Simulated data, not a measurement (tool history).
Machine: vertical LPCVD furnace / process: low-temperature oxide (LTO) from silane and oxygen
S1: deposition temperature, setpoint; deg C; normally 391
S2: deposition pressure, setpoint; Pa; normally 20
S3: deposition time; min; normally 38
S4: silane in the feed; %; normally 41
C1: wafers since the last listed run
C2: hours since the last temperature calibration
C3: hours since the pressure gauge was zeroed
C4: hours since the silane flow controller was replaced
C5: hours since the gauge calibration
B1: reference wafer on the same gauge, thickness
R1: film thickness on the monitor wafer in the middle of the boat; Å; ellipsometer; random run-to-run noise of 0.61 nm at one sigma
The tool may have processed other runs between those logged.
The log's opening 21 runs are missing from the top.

Run 22, hour 1730.4: usual settings but S2 17.3 Pa; C1 1272; C2 797; C3 1005.6; C4 60.8; C5 83.4; B1 234.01. Result: R1 1894.1 Å.
Run 23, hour 1836.6: usual settings but S1 384 deg C; C1 2240; C2 903.2; C3 1111.8; C4 167; C5 189.6; B1 234.02. Result: R1 2037.6 Å.
Run 24, hour 1885.7: usual settings but S1 387 deg C, S3 33 min, S4 48 %; C1 1035; C2 952.3; C3 1160.9; C4 216.1; C5 238.7; B1 234.21. Result: R1 2170.3 Å.
Run 25, hour 1988.9: usual settings but S1 380 deg C, S2 16.7 Pa, S3 25.5 min, S4 45 %; C1 2177; C2 1055.5; C3 1264.1; C4 319.3; C5 341.9; B1 234.01. Result: R1 1204.8 Å.
Run 26, hour 2048.9: usual settings; C1 1265; C2 1115.5; C3 1324.1; C4 379.3; C5 401.9; B1 234.16. Result: R1 2204.3 Å.
Run 27, hour 2137.1: usual settings but S1 399 deg C, S2 18 Pa, S3 47 min, S4 39 %; C1 1860; C2 1203.7; C3 1412.3; C4 467.5; C5 490.1; B1 233.92. Result: R1 2526.3 Å.
Run 28, hour 2192.5: usual settings but S1 379 deg C, S2 24.7 Pa, S3 50.5 min; C1 1168; C2 1259.1; C3 1467.7; C4 522.9; C5 545.5; B1 234. Result: R1 3141.8 Å.
Run 29, hour 2300.3: usual settings; C1 2274; C2 1366.9; C3 1575.5; C4 630.7; C5 653.3; B1 234.16. Result: R1 2203.3 Å.
Run 30, hour 2342.8: usual settings but S2 24.7 Pa, S3 23.5 min; C1 896; C2 1409.4; C3 1618; C4 673.2; C5 695.8; B1 233.98. Result: R1 1684.9 Å.

Each row is a separate what-if for the run after 30, all from the same tool condition, not one after another. Results?
Run A, hour 2347.2: usual settings; C1 92; C2 1413.8; C3 1622.4; C4 677.6; C5 700.2; B1 ?. Result: R1 ?.
Run B, hour 2347.2: usual settings but S4 47 %; C1 92; C2 1413.8; C3 1622.4; C4 677.6; C5 700.2; B1 ?. Result: R1 ?.
Run C, hour 2347.2: usual settings but S1 386 deg C, S4 36 %; C1 92; C2 1413.8; C3 1622.4; C4 677.6; C5 700.2; B1 ?. Result: R1 ?.
Run D, hour 2347.2: usual settings but S2 22 Pa; C1 92; C2 1413.8; C3 1622.4; C4 677.6; C5 700.2; B1 ?. Result: R1 ?.

run      B1      R1
  A  234.08  2214.9
  B  234.08  2563.7
  C  234.08  1774.7
  D  234.08  2436.4
Had the tool no hidden state, the same runs would have come out as:
run      R1
  A  2189.3
  B  2541.8
  C  1749.4
  D  2408.2
